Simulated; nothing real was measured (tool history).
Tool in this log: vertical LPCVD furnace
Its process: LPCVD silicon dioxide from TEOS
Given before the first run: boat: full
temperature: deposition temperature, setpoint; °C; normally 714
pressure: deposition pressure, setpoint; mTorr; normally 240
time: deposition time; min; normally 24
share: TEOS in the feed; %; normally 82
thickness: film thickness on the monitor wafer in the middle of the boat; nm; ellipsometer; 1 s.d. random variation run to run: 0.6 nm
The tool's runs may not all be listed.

run,day,temperature,pressure,time,share,wafers since the last listed run,hours since the last temperature calibration,hours since the pressure gauge was zeroed,hours since the TEOS flow controller was replaced,hours since the gauge calibration,"read-back reference wafer on the same gauge, thickness",thickness
1,0,714,240,24,82,0,0.5,2772.4,5649.6,1335.3,236.08,235.88
2,4.321,714,240,24,82,1869,104.2,2876.1,5753.3,1439,236.13,236.74
3,6.771,714,240,24,82,1059,163,2934.9,5812.1,1497.8,235.79,236.08
4,9.092,714,240,24,82,1004,218.7,2990.6,5867.8,1553.5,236.22,236.02
# day 9.338: gauge calibrated
5,12.725,714,240,24,82,1571,305.9,3077.8,5955,81.3,235.69,237.22
6,16.475,714,240,24,82,1622,395.9,3167.8,6045,171.3,235.91,236.79
7,20.958,722,240,24,82,1939,503.5,3275.4,6152.6,278.9,236.11,282.45
8,24.488,724,240,24,75,1526,588.2,3360.1,6237.3,363.6,235.95,283.86
9,27.754,714,240,24,82,1413,666.6,3438.5,6315.7,442,236.14,236.34
10,30.158,714,275,21,94,1040,724.3,3496.2,6373.4,499.7,236.04,237.07
11,33.025,714,270,24,72,1240,793.1,3565,6442.2,568.5,235.99,235.08
# day 37.038: pressure gauge zeroed
12,37.058,722,240,24,93,1312,889.9,0.5,6539,665.3,236.08,305.49
13,40.358,714,240,24,82,1427,969.1,79.7,6618.2,744.5,235.88,240.04
14,43.817,714,240,24,82,1496,1052.1,162.7,6701.2,827.5,236.06,240.89
15,48.212,703,240,33,82,1901,1157.6,268.2,6806.7,933,235.84,256.08
16,51.312,714,290,29.5,82,1341,1232,342.6,6881.1,1007.4,235.93,321.85
17,53.671,714,240,15.5,82,1020,1288.6,399.2,6937.7,1064,235.84,154.8
# day 55.017: TEOS flow controller replaced
# day 56.35: pressure gauge zeroed, repeated, since the last time left the tool worse
18,56.371,714,240,24,82,302,1353.4,0.5,32.5,1128.8,235.9,233.68
19,60.512,702,190,24,96,1791,1452.8,99.9,131.9,1228.2,235.97,171.46
20,62.183,718,240,19,82,722,1492.9,140,172,1268.3,235.95,203.51
21,64.571,714,240,24,82,1032,1550.2,197.3,229.3,1325.6,236.04,233.59
22,67.325,714,295,24,82,1191,1616.3,263.4,295.4,1391.7,236.13,260.63
23,71.512,725,240,27.5,88,1811,1716.8,363.9,395.9,1492.2,236.36,357.03
24,75.675,720,180,18,97,1800,1816.7,463.8,495.8,1592.1,236.05,189.55
# day 76.854: gauge calibrated
25,79.712,714,205,24,71,1746,1913.6,560.7,592.7,68.6,235.84,201.56
26,83.254,714,220,24,90,1532,1998.6,645.7,677.7,153.6,236.3,235.53
27,85.546,714,240,24,82,991,2053.6,700.7,732.7,208.6,236.01,235.45
28,88.388,714,240,24,82,1229,2121.8,768.9,800.9,276.8,236,233.8
29,90.338,714,240,24,69,843,2168.6,815.7,847.7,323.6,236.1,215.33
30,94.667,714,240,19,82,1872,2272.5,919.6,951.6,427.5,235.97,186.08

Some steps in thickness, run to run, broken into two amounts with sign: the step expected even without the hidden condition (settings, incoming material, random variation), and the rest, left for the hidden condition together with whatever gauge scatter is not in both the measured and the hidden-condition-free result:
What the log doesn't record here: true tube temperature minus thermocouple reading, K; true pressure minus gauge reading, mTorr; deviation of the TEOS flow from its setpoint, %; gauge reads high (%).
Run 11 -> 12: temperature 714 -> 722, pressure 270 -> 240, share 72 -> 93, pressure gauge zeroed. thickness +70.41 nm: hidden state +4.37, all else +66.04.
Run 16 -> 17: pressure 290 -> 240, time 29.5 -> 15.5. thickness -167.05 nm: hidden state -2.69, all else -164.36.
Run 17 -> 18: time 15.5 -> 24, TEOS flow controller replaced, pressure gauge zeroed, repeated, since the last time left the tool worse. thickness +78.88 nm: hidden state -4.08, all else +82.96.
Run 22 -> 23: temperature 714 -> 725, pressure 295 -> 240, time 24 -> 27.5, share 82 -> 88. thickness +96.4 nm: hidden state +0.11, all else +96.29.
Run 23 -> 24: temperature 725 -> 720, pressure 240 -> 180, time 27.5 -> 18, share 88 -> 97. thickness -167.48 nm: hidden state +0.09, all else -167.57.
